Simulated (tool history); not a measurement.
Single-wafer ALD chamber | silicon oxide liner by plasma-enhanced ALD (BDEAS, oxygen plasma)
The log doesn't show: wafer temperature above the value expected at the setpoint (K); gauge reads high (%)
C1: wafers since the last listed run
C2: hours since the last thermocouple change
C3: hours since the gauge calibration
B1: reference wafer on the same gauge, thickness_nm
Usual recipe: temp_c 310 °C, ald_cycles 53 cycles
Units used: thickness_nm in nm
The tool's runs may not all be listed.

{"run": 1, "hour": 0.0, "temp_c": 310, "ald_cycles": 53, "C1": 0, "C2": 734.9, "C3": 242.1, "B1": 5.049, "thickness_nm": 4.485}
{"run": 2, "hour": 56.5, "temp_c": 310, "ald_cycles": 53, "C1": 243, "C2": 791.4, "C3": 298.6, "B1": 5.04, "thickness_nm": 4.478}
{"run": 3, "hour": 81.1, "temp_c": 310, "ald_cycles": 53, "C1": 105, "C2": 816, "C3": 323.2, "B1": 5.034, "thickness_nm": 4.458}
{"run": 4, "hour": 224.0, "temp_c": 310, "ald_cycles": 53, "C1": 614, "C2": 958.9, "C3": 466.1, "B1": 5.004, "thickness_nm": 4.459}
{"run": 5, "hour": 263.7, "temp_c": 310, "ald_cycles": 53, "C1": 170, "C2": 998.6, "C3": 505.8, "B1": 4.995, "thickness_nm": 4.436}
{"run": 6, "hour": 332.0, "temp_c": 310, "ald_cycles": 53, "C1": 293, "C2": 1066.9, "C3": 574.1, "B1": 4.984, "thickness_nm": 4.429}
{"hour": 339.2, "done": "gauge calibrated"}
{"hour": 356.9, "done": "thermocouple changed; heater temperature recalibrated"}
{"run": 7, "hour": 389.6, "temp_c": 310, "ald_cycles": 53, "C1": 213, "C2": 32.7, "C3": 50.4, "B1": 5.098, "thickness_nm": 4.53}
{"run": 8, "hour": 456.6, "temp_c": 319, "ald_cycles": 47, "C1": 288, "C2": 99.7, "C3": 117.4, "B1": 5.086, "thickness_nm": 3.941}
{"run": 9, "hour": 521.3, "temp_c": 295, "ald_cycles": 57, "C1": 278, "C2": 164.4, "C3": 182.1, "B1": 5.073, "thickness_nm": 5.022}
{"run": 10, "hour": 547.9, "temp_c": 310, "ald_cycles": 53, "C1": 114, "C2": 191, "C3": 208.7, "B1": 5.063, "thickness_nm": 4.503}
{"run": 11, "hour": 591.1, "temp_c": 310, "ald_cycles": 50, "C1": 185, "C2": 234.2, "C3": 251.9, "B1": 5.054, "thickness_nm": 4.228}
{"run": 12, "hour": 801.5, "temp_c": 310, "ald_cycles": 53, "C1": 904, "C2": 444.6, "C3": 462.3, "B1": 5.011, "thickness_nm": 4.45}
{"hour": 831.8, "done": "gauge calibrated"}
{"run": 13, "hour": 843.3, "temp_c": 301, "ald_cycles": 53, "C1": 179, "C2": 486.4, "C3": 11.5, "B1": 5.097, "thickness_nm": 4.602}
{"run": 14, "hour": 871.4, "temp_c": 314, "ald_cycles": 46, "C1": 120, "C2": 514.5, "C3": 39.6, "B1": 5.086, "thickness_nm": 3.913}

What if the next run were any one of these 3? Each begins from the tool's condition after run 14:
{"run": "A", "hour": 871.9, "temp_c": 310, "ald_cycles": 62, "C1": 2, "C2": 515, "C3": 40.1, "B1": "?", "thickness_nm": "?"}
{"run": "B", "hour": 871.9, "temp_c": 310, "ald_cycles": 44, "C1": 2, "C2": 515, "C3": 40.1, "B1": "?", "thickness_nm": "?"}
{"run": "C", "hour": 871.9, "temp_c": 310, "ald_cycles": 60, "C1": 2, "C2": 515, "C3": 40.1, "B1": "?", "thickness_nm": "?"}

run=A B1=5.088 thickness_nm=5.312
run=B B1=5.088 thickness_nm=3.77
run=C B1=5.088 thickness_nm=5.141
With no hidden state in the tool, these same runs would have given:
run=A thickness_nm=5.336
run=B thickness_nm=3.787
run=C thickness_nm=5.164

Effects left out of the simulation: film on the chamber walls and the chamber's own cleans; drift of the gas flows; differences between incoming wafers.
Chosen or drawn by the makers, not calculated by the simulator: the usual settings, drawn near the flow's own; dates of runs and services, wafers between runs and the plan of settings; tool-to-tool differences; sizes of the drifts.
